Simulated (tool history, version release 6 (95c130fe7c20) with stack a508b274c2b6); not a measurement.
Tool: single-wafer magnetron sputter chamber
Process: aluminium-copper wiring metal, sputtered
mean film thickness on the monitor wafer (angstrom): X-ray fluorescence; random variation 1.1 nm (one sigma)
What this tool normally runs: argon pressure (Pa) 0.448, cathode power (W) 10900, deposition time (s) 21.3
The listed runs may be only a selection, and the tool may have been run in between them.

run	hour	argon pressure (Pa)	cathode power (W)	deposition time (s)	wafers since the last listed run	wafers on the sputter target	hours since the last manometer calibration	hours since the magnet pack was replaced	hours since the gauge calibration	read-back reference wafer on the same gauge, thickness_nm	mean film thickness on the monitor wafer (angstrom)
1	0	0.448	10900	21.3	0	3148	802.7	4901	16.8	354.947	3950.16
2	58.7	0.448	10900	21.3	2007	5156	861.4	4959.7	75.5	355.055	3952.34
# hour 147.7: sputter target and shields replaced
3	156.3	0.448	10900	21.3	3064	293	959	5057.3	173.1	354.97	3965.35
4	262.7	0.448	10900	21.3	3639	3933	1065.4	5163.7	279.5	355.072	3969.4
5	337.5	0.448	10900	21.3	2558	6491	1140.2	5238.5	354.3	355.257	3925.18
# hour 409.4: sputter target and shields replaced
6	430.6	0.448	10900	21.3	2910	725	1233.3	5331.6	447.4	355.2	3968.61
# hour 521: magnet pack replaced
7	537	0.448	10900	21.3	3365	4091	1339.7	16	553.8	355.23	3961.53
8	605.2	0.448	10900	21.3	2332	6424	1407.9	84.2	622	354.957	3948.46
# hour 660.4: sputter target and shields replaced
# hour 676.3: gauge calibrated
9	705.3	0.612	13400	17.8	3150	1536	1508	184.3	29	355.172	3708.57

Forecast run 10:
10	747.3	0.546	13600	25.5	1436	2972	1550	226.3	71	?	?

read-back reference wafer on the same gauge, thickness_nm: 354.853
mean film thickness on the monitor wafer (angstrom): 5568.64
Were there no unlogged condition in the tool, this run, its random variation unchanged, would have produced mean film thickness on the monitor wafer (angstrom) 5587.

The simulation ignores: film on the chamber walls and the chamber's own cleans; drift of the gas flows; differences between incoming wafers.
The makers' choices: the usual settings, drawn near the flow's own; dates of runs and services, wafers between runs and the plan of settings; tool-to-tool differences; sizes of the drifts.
